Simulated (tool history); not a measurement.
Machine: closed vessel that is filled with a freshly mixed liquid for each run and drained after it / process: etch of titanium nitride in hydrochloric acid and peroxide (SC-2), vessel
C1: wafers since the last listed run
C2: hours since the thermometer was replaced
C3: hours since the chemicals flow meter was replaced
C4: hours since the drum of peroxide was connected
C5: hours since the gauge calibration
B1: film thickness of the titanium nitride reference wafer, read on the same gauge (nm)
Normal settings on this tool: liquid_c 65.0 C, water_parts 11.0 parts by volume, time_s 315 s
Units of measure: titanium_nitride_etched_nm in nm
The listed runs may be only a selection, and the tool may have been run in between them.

{"run": 1, "hour": 0.0, "liquid_c": 70.5, "water_parts": 11.0, "time_s": 315, "C1": 0, "C2": 1179.6, "C3": 338.1, "C4": 296.4, "C5": 368.2, "B1": 110.0, "titanium_nitride_etched_nm": 22.74}
{"run": 2, "hour": 56.2, "liquid_c": 70.5, "water_parts": 11.0, "time_s": 315, "C1": 4958, "C2": 1235.8, "C3": 394.3, "C4": 352.6, "C5": 424.4, "B1": 110.02, "titanium_nitride_etched_nm": 23.03}
{"hour": 102.0, "done": "chemicals flow meter replaced"}
{"run": 3, "hour": 130.0, "liquid_c": 69.5, "water_parts": 11.0, "time_s": 315, "C1": 6423, "C2": 1309.6, "C3": 28.0, "C4": 426.4, "C5": 498.2, "B1": 110.01, "titanium_nitride_etched_nm": 21.82}
{"run": 4, "hour": 199.9, "liquid_c": 65.0, "water_parts": 11.0, "time_s": 315, "C1": 6167, "C2": 1379.5, "C3": 97.9, "C4": 496.3, "C5": 568.1, "B1": 110.0, "titanium_nitride_etched_nm": 16.59}
{"run": 5, "hour": 274.0, "liquid_c": 65.0, "water_parts": 11.0, "time_s": 425, "C1": 6537, "C2": 1453.6, "C3": 172.0, "C4": 570.4, "C5": 642.2, "B1": 110.0, "titanium_nitride_etched_nm": 22.31}
{"run": 6, "hour": 327.8, "liquid_c": 65.0, "water_parts": 11.0, "time_s": 315, "C1": 4746, "C2": 1507.4, "C3": 225.8, "C4": 624.2, "C5": 696.0, "B1": 110.0, "titanium_nitride_etched_nm": 16.28}
{"run": 7, "hour": 397.8, "liquid_c": 65.0, "water_parts": 11.0, "time_s": 315, "C1": 6176, "C2": 1577.4, "C3": 295.8, "C4": 694.2, "C5": 766.0, "B1": 109.99, "titanium_nitride_etched_nm": 16.41}
{"hour": 470.1, "done": "new drum of peroxide connected"}
{"run": 8, "hour": 472.0, "liquid_c": 65.0, "water_parts": 11.0, "time_s": 315, "C1": 6458, "C2": 1651.6, "C3": 370.0, "C4": 1.9, "C5": 840.2, "B1": 110.01, "titanium_nitride_etched_nm": 16.5}
{"run": 9, "hour": 528.2, "liquid_c": 65.0, "water_parts": 11.0, "time_s": 315, "C1": 4958, "C2": 1707.8, "C3": 426.2, "C4": 58.1, "C5": 896.4, "B1": 110.02, "titanium_nitride_etched_nm": 16.55}
{"hour": 567.0, "done": "chemicals flow meter replaced"}
{"run": 10, "hour": 609.1, "liquid_c": 65.0, "water_parts": 11.0, "time_s": 315, "C1": 7049, "C2": 1788.7, "C3": 42.1, "C4": 139.0, "C5": 977.3, "B1": 110.0, "titanium_nitride_etched_nm": 16.52}
{"run": 11, "hour": 698.5, "liquid_c": 65.0, "water_parts": 11.0, "time_s": 315, "C1": 7887, "C2": 1878.1, "C3": 131.5, "C4": 228.4, "C5": 1066.7, "B1": 109.99, "titanium_nitride_etched_nm": 16.76}
{"run": 12, "hour": 738.0, "liquid_c": 65.0, "water_parts": 11.0, "time_s": 315, "C1": 3485, "C2": 1917.6, "C3": 171.0, "C4": 267.9, "C5": 1106.2, "B1": 109.99, "titanium_nitride_etched_nm": 16.47}
{"hour": 738.4, "done": "gauge calibrated"}
{"run": 13, "hour": 780.1, "liquid_c": 65.0, "water_parts": 11.0, "time_s": 315, "C1": 3714, "C2": 1959.7, "C3": 213.1, "C4": 310.0, "C5": 41.7, "B1": 110.0, "titanium_nitride_etched_nm": 16.49}
{"run": 14, "hour": 869.3, "liquid_c": 65.0, "water_parts": 11.0, "time_s": 315, "C1": 7870, "C2": 2048.9, "C3": 302.3, "C4": 399.2, "C5": 130.9, "B1": 110.01, "titanium_nitride_etched_nm": 16.65}
{"run": 15, "hour": 933.3, "liquid_c": 65.0, "water_parts": 13.5, "time_s": 315, "C1": 5646, "C2": 2112.9, "C3": 366.3, "C4": 463.2, "C5": 194.9, "B1": 110.0, "titanium_nitride_etched_nm": 13.88}
{"run": 16, "hour": 997.4, "liquid_c": 65.0, "water_parts": 8.5, "time_s": 430, "C1": 5655, "C2": 2177.0, "C3": 430.4, "C4": 527.3, "C5": 259.0, "B1": 110.02, "titanium_nitride_etched_nm": 27.76}
{"hour": 1066.0, "done": "chemicals flow meter replaced"}
{"run": 17, "hour": 1086.9, "liquid_c": 65.0, "water_parts": 11.0, "time_s": 230, "C1": 7808, "C2": 2266.5, "C3": 20.9, "C4": 616.8, "C5": 348.5, "B1": 110.01, "titanium_nitride_etched_nm": 12.16}
{"run": 18, "hour": 1177.8, "liquid_c": 65.0, "water_parts": 11.0, "time_s": 230, "C1": 8020, "C2": 2357.4, "C3": 111.8, "C4": 707.7, "C5": 439.4, "B1": 110.02, "titanium_nitride_etched_nm": 12.19}
{"hour": 1180.4, "done": "new drum of peroxide connected"}
{"run": 19, "hour": 1233.5, "liquid_c": 60.0, "water_parts": 6.5, "time_s": 315, "C1": 4826, "C2": 2413.1, "C3": 167.5, "C4": 53.1, "C5": 495.1, "B1": 110.0, "titanium_nitride_etched_nm": 18.58}
{"run": 20, "hour": 1308.4, "liquid_c": 65.0, "water_parts": 11.0, "time_s": 315, "C1": 6608, "C2": 2488.0, "C3": 242.4, "C4": 128.0, "C5": 570.0, "B1": 110.0, "titanium_nitride_etched_nm": 16.47}
{"run": 21, "hour": 1353.7, "liquid_c": 65.0, "water_parts": 11.0, "time_s": 220, "C1": 3996, "C2": 2533.3, "C3": 287.7, "C4": 173.3, "C5": 615.3, "B1": 110.01, "titanium_nitride_etched_nm": 11.64}
{"run": 22, "hour": 1451.5, "liquid_c": 65.0, "water_parts": 11.0, "time_s": 315, "C1": 8628, "C2": 2631.1, "C3": 385.5, "C4": 271.1, "C5": 713.1, "B1": 109.99, "titanium_nitride_etched_nm": 16.47}
{"run": 23, "hour": 1494.7, "liquid_c": 60.5, "water_parts": 11.0, "time_s": 315, "C1": 3811, "C2": 2674.3, "C3": 428.7, "C4": 314.3, "C5": 756.3, "B1": 109.98, "titanium_nitride_etched_nm": 12.53}
{"run": 24, "hour": 1565.7, "liquid_c": 65.0, "water_parts": 11.0, "time_s": 315, "C1": 6264, "C2": 2745.3, "C3": 499.7, "C4": 385.3, "C5": 827.3, "B1": 110.0, "titanium_nitride_etched_nm": 16.49}
{"hour": 1581.9, "done": "thermometer replaced"}
{"hour": 1611.4, "done": "chemicals flow meter replaced"}
{"run": 25, "hour": 1657.4, "liquid_c": 65.0, "water_parts": 11.0, "time_s": 315, "C1": 7914, "C2": 75.5, "C3": 46.0, "C4": 477.0, "C5": 919.0, "B1": 109.98, "titanium_nitride_etched_nm": 16.59}
{"run": 26, "hour": 1760.6, "liquid_c": 70.0, "water_parts": 13.0, "time_s": 465, "C1": 9105, "C2": 178.7, "C3": 149.2, "C4": 580.2, "C5": 1022.2, "B1": 109.99, "titanium_nitride_etched_nm": 28.32}
{"run": 27, "hour": 1804.5, "liquid_c": 65.0, "water_parts": 11.0, "time_s": 315, "C1": 3873, "C2": 222.6, "C3": 193.1, "C4": 624.1, "C5": 1066.1, "B1": 109.99, "titanium_nitride_etched_nm": 16.54}
{"run": 28, "hour": 1905.4, "liquid_c": 70.5, "water_parts": 11.0, "time_s": 260, "C1": 8902, "C2": 323.5, "C3": 294.0, "C4": 725.0, "C5": 1167.0, "B1": 109.99, "titanium_nitride_etched_nm": 18.93}
{"hour": 1914.7, "done": "new drum of peroxide connected"}
{"run": 29, "hour": 1945.1, "liquid_c": 56.0, "water_parts": 11.0, "time_s": 140, "C1": 3414, "C2": 363.2, "C3": 333.7, "C4": 30.4, "C5": 1206.7, "B1": 110.01, "titanium_nitride_etched_nm": 4.2}
{"run": 30, "hour": 1998.1, "liquid_c": 65.0, "water_parts": 8.5, "time_s": 315, "C1": 4676, "C2": 416.2, "C3": 386.7, "C4": 83.4, "C5": 1259.7, "B1": 110.03, "titanium_nitride_etched_nm": 20.23}

Forecast each of these 3 alternatives for the next run:
{"run": "A", "hour": 1998.8, "liquid_c": 72.0, "water_parts": 11.0, "time_s": 315, "C1": 61, "C2": 416.9, "C3": 387.4, "C4": 84.1, "C5": 1260.4, "B1": "?", "titanium_nitride_etched_nm": "?"}
{"run": "B", "hour": 1998.8, "liquid_c": 65.0, "water_parts": 6.0, "time_s": 315, "C1": 61, "C2": 416.9, "C3": 387.4, "C4": 84.1, "C5": 1260.4, "B1": "?", "titanium_nitride_etched_nm": "?"}
{"run": "C", "hour": 1998.8, "liquid_c": 68.5, "water_parts": 11.0, "time_s": 390, "C1": 61, "C2": 416.9, "C3": 387.4, "C4": 84.1, "C5": 1260.4, "B1": "?", "titanium_nitride_etched_nm": "?"}

run=A B1=110.01 titanium_nitride_etched_nm=24.77
run=B B1=110.01 titanium_nitride_etched_nm=26.51
run=C B1=110.01 titanium_nitride_etched_nm=24.94
Take away the tool's hidden state, keep each run's random variation, and the runs would have read:
run=A titanium_nitride_etched_nm=24.77
run=B titanium_nitride_etched_nm=26.51
run=C titanium_nitride_etched_nm=24.94

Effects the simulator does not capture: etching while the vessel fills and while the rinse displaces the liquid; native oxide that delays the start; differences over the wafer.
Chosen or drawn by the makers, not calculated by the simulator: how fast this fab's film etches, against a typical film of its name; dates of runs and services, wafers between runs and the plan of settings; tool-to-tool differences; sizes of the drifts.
